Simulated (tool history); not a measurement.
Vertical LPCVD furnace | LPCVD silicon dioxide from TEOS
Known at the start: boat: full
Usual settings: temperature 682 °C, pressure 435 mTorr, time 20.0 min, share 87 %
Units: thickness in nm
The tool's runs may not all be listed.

| run | hour | temperature | pressure | time | share | read-back reference wafer on the same gauge, thickness | thickness |
|---|---|---|---|---|---|---|---|
| 1 | 0.0 | 682 | 435 | 26.0 | 87 | 106.94 | 155.56 |
| 2 | 9.6 | 688 | 435 | 20.0 | 87 | 107.04 | 137.68 |
| 3 | 24.2 | 688 | 435 | 20.0 | 87 | 107.15 | 137.99 |
| 4 | 39.5 | 688 | 435 | 20.0 | 87 | 107.01 | 138.28 |
| 5 | 56.7 | 682 | 435 | 20.0 | 87 | 106.90 | 119.54 |
| 6 | 73.8 | 682 | 435 | 20.0 | 87 | 106.99 | 118.80 |
| 7 | 85.5 | 682 | 435 | 20.0 | 87 | 106.94 | 118.95 |
| 8 | 130.2 | 682 | 435 | 13.5 | 87 | 107.01 | 80.72 |
| 9 | 147.5 | 679 | 435 | 20.0 | 91 | 107.02 | 113.58 |
| 10 | 166.1 | 679 | 435 | 20.0 | 91 | 107.04 | 114.12 |
| 11 | 181.5 | 682 | 435 | 20.0 | 87 | 107.12 | 119.67 |
| 12 | 197.6 | 682 | 435 | 20.0 | 87 | 107.01 | 119.45 |
| 13 | 208.0 | 682 | 435 | 20.0 | 87 | 107.03 | 120.17 |
| 14 | 225.0 | 682 | 435 | 20.0 | 87 | 106.99 | 119.85 |
|  | 253.0 | thermocouples replaced and temperature profile calibrated |
| 15 | 253.5 | 682 | 435 | 15.0 | 80 | 106.96 | 91.32 |
| 16 | 293.1 | 687 | 370 | 20.0 | 87 | 107.03 | 131.04 |
|  | 318.0 | thermocouples replaced and temperature profile calibrated, repeated, since the last time left the tool worse |
|  | 325.2 | gauge calibrated |
|  | 325.7 | TEOS flow controller replaced |
| 17 | 326.2 | 682 | 435 | 20.0 | 87 | 107.11 | 112.36 |
| 18 | 330.9 | 682 | 350 | 16.0 | 87 | 106.94 | 80.11 |
|  | 354.4 | pressure gauge zeroed |
| 19 | 354.9 | 694 | 505 | 25.0 | 82 | 107.09 | 195.82 |
| 20 | 359.5 | 688 | 435 | 20.0 | 87 | 107.02 | 129.33 |
| 21 | 364.1 | 682 | 400 | 13.0 | 81 | 106.96 | 67.42 |
| 22 | 377.3 | 674 | 390 | 13.5 | 97 | 106.99 | 62.50 |
| 23 | 392.4 | 682 | 435 | 20.0 | 87 | 107.02 | 112.20 |
| 24 | 407.9 | 682 | 355 | 20.0 | 72 | 106.99 | 92.13 |
| 25 | 423.5 | 671 | 515 | 26.0 | 70 | 107.03 | 108.66 |
| 26 | 439.1 | 688 | 435 | 22.0 | 80 | 107.06 | 137.10 |
| 27 | 452.9 | 682 | 360 | 16.5 | 97 | 107.00 | 88.84 |
| 28 | 470.7 | 682 | 435 | 14.0 | 87 | 107.00 | 78.59 |
| 29 | 489.9 | 682 | 435 | 20.0 | 87 | 107.00 | 112.82 |

The same runs without the tool's hidden state, with the same run-to-run variation:
The hidden state here: true tube temperature minus thermocouple reading, K; true pressure minus gauge reading, mTorr; deviation of the TEOS flow from its setpoint, %; gauge reads high (%).
| run | thickness |
|---|---|
| 1 | 145.34 |
| 2 | 128.73 |
| 3 | 128.99 |
| 4 | 129.22 |
| 5 | 111.59 |
| 6 | 110.87 |
| 7 | 110.98 |
| 8 | 75.26 |
| 9 | 105.82 |
| 10 | 106.29 |
| 11 | 111.48 |
| 12 | 111.25 |
| 13 | 111.89 |
| 14 | 111.57 |
| 15 | 80.68 |
| 16 | 115.85 |
| 17 | 111.80 |
| 18 | 79.70 |
| 19 | 194.78 |
| 20 | 128.63 |
| 21 | 67.05 |
| 22 | 62.13 |
| 23 | 111.52 |
| 24 | 91.54 |
| 25 | 107.93 |
| 26 | 136.17 |
| 27 | 88.21 |
| 28 | 78.01 |
| 29 | 111.96 |

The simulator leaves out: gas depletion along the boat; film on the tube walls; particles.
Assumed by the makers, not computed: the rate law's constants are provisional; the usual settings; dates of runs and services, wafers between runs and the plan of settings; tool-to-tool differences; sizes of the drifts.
